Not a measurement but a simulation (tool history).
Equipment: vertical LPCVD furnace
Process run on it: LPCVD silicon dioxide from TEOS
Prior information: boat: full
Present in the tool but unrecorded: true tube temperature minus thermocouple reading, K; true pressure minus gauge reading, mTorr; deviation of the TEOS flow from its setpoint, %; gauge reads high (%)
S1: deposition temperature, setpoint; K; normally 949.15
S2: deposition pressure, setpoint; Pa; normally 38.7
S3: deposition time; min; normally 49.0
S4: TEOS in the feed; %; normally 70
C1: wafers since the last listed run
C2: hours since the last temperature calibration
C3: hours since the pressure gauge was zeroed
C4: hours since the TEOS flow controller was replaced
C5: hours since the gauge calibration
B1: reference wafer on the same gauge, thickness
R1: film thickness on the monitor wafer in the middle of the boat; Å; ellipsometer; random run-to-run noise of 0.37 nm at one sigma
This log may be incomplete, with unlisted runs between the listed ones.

Run 1, day 0.000: usual settings; C1 0; C2 1401.5; C3 4175.3; C4 3590.6; C5 598.7; B1 211.03. Result: R1 2013.6 Å.
Run 2, day 2.496: usual settings; C1 505; C2 1461.4; C3 4235.2; C4 3650.5; C5 658.6; B1 210.93. Result: R1 2009.8 Å.
Run 3, day 5.171: usual settings; C1 542; C2 1525.6; C3 4299.4; C4 3714.7; C5 722.8; B1 210.97. Result: R1 2008.2 Å.
Run 4, day 7.321: usual settings; C1 435; C2 1577.2; C3 4351.0; C4 3766.3; C5 774.4; B1 211.08. Result: R1 2014.2 Å.
Run 5, day 9.788: usual settings but S1 958.15 K, S2 35.3 Pa; C1 500; C2 1636.4; C3 4410.2; C4 3825.5; C5 833.6; B1 211.02. Result: R1 2382.2 Å.
Run 6, day 12.788: usual settings but S1 958.15 K, S2 35.3 Pa; C1 608; C2 1708.4; C3 4482.2; C4 3897.5; C5 905.6; B1 211.00. Result: R1 2392.4 Å.
At day 15.012: TEOS flow controller replaced.
Run 7, day 15.033: usual settings but S1 946.15 K; C1 252; C2 1762.3; C3 4536.1; C4 0.5; C5 959.5; B1 210.97. Result: R1 1870.5 Å.
At day 16.567: pressure gauge zeroed.
Run 8, day 16.946: usual settings but S1 946.15 K; C1 184; C2 1808.2; C3 9.1; C4 46.4; C5 1005.4; B1 211.00. Result: R1 1920.4 Å.
Run 9, day 19.342: usual settings but S1 946.15 K; C1 485; C2 1865.7; C3 66.6; C4 103.9; C5 1062.9; B1 211.05. Result: R1 1916.4 Å.
Run 10, day 21.850: usual settings but S2 32.7 Pa, S3 43.5 min; C1 508; C2 1925.9; C3 126.8; C4 164.1; C5 1123.1; B1 210.95. Result: R1 1678.4 Å.
Run 11, day 23.229: usual settings; C1 279; C2 1959.0; C3 159.9; C4 197.2; C5 1156.2; B1 211.05. Result: R1 2064.6 Å.
Run 12, day 24.662: usual settings; C1 290; C2 1993.4; C3 194.3; C4 231.6; C5 1190.6; B1 210.97. Result: R1 2062.7 Å.
Run 13, day 26.804: usual settings but S4 60 %; C1 434; C2 2044.8; C3 245.7; C4 283.0; C5 1242.0; B1 210.91. Result: R1 1907.1 Å.
Run 14, day 28.808: usual settings but S4 60 %; C1 406; C2 2092.9; C3 293.8; C4 331.1; C5 1290.1; B1 210.89. Result: R1 1903.0 Å.
Run 15, day 31.762: usual settings but S1 953.15 K, S2 47.3 Pa, S3 38.0 min, S4 80 %; C1 598; C2 2163.8; C3 364.7; C4 402.0; C5 1361.0; B1 210.95. Result: R1 2090.4 Å.
Run 16, day 33.358: usual settings but S1 958.15 K, S3 30.5 min; C1 323; C2 2202.1; C3 403.0; C4 440.3; C5 1399.3; B1 211.05. Result: R1 1595.9 Å.
Run 17, day 36.212: usual settings but S1 942.15 K; C1 578; C2 2270.6; C3 471.5; C4 508.8; C5 1467.8; B1 210.98. Result: R1 1737.1 Å.
At day 36.621: gauge calibrated.
Run 18, day 37.958: usual settings but S3 58.5 min, S4 58 %; C1 353; C2 2312.5; C3 513.4; C4 550.7; C5 32.1; B1 210.87. Result: R1 2242.3 Å.
Run 19, day 38.979: usual settings; C1 206; C2 2337.0; C3 537.9; C4 575.2; C5 56.6; B1 211.03. Result: R1 2065.4 Å.
Run 20, day 41.475: usual settings but S4 66 %; C1 505; C2 2396.9; C3 597.8; C4 635.1; C5 116.5; B1 210.90. Result: R1 2002.8 Å.
At day 43.254: thermocouples replaced and temperature profile calibrated.
Run 21, day 43.275: usual settings but S2 34.7 Pa, S3 31.0 min; C1 162; C2 0.5; C3 641.0; C4 678.3; C5 159.7; B1 210.98. Result: R1 1183.2 Å.
Run 22, day 44.196: usual settings but S1 941.15 K, S3 41.0 min; C1 186; C2 22.6; C3 663.1; C4 700.4; C5 181.8; B1 210.97. Result: R1 1356.8 Å.
Run 23, day 45.708: usual settings but S1 958.15 K, S2 35.3 Pa; C1 306; C2 58.9; C3 699.4; C4 736.7; C5 218.1; B1 210.95. Result: R1 2351.7 Å.
Run 24, day 47.762: usual settings but S1 960.15 K, S3 43.5 min, S4 82 %; C1 416; C2 108.2; C3 748.7; C4 786.0; C5 267.4; B1 210.88. Result: R1 2486.7 Å.
Run 25, day 49.446: usual settings but S2 42.0 Pa; C1 341; C2 148.6; C3 789.1; C4 826.4; C5 307.8; B1 210.88. Result: R1 2074.9 Å.
Run 26, day 51.338: usual settings but S3 36.0 min; C1 383; C2 194.0; C3 834.5; C4 871.8; C5 353.2; B1 211.18. Result: R1 1460.6 Å.
Run 27, day 53.646: usual settings but S1 938.15 K, S2 42.7 Pa, S3 59.0 min, S4 64 %; C1 467; C2 249.4; C3 889.9; C4 927.2; C5 408.6; B1 210.93. Result: R1 1837.6 Å.
Run 28, day 56.492: usual settings but S2 44.0 Pa, S4 75 %; C1 576; C2 317.7; C3 958.2; C4 995.5; C5 476.9; B1 210.92. Result: R1 2206.2 Å.
Run 29, day 59.246: usual settings; C1 558; C2 383.8; C3 1024.3; C4 1061.6; C5 543.0; B1 211.03. Result: R1 2006.9 Å.
Run 30, day 60.654: usual settings but S1 956.15 K, S4 62 %; C1 285; C2 417.6; C3 1058.1; C4 1095.4; C5 576.8; B1 210.92. Result: R1 2232.6 Å.
Run 31, day 62.404: usual settings; C1 354; C2 459.6; C3 1100.1; C4 1137.4; C5 618.8; B1 210.96. Result: R1 2003.5 Å.

Results for each run, recomputed without the tool's hidden state and with each run's random variation untouched:
run      R1
  1  1983.5
  2  1979.4
  3  1977.5
  4  1983.2
  5  2352.6
  6  2362.7
  7  1840.9
  8  1840.7
  9  1836.9
 10  1609.1
 11  1979.6
 12  1977.8
 13  1828.7
 14  1824.9
 15  2005.2
 16  1531.8
 17  1665.2
 18  2151.1
 19  1981.5
 20  1921.8
 21  1185.2
 22  1357.4
 23  2350.3
 24  2480.3
 25  2065.8
 26  1452.4
 27  1823.1
 28  2184.9
 29  1985.2
 30  2207.2
 31  1978.3
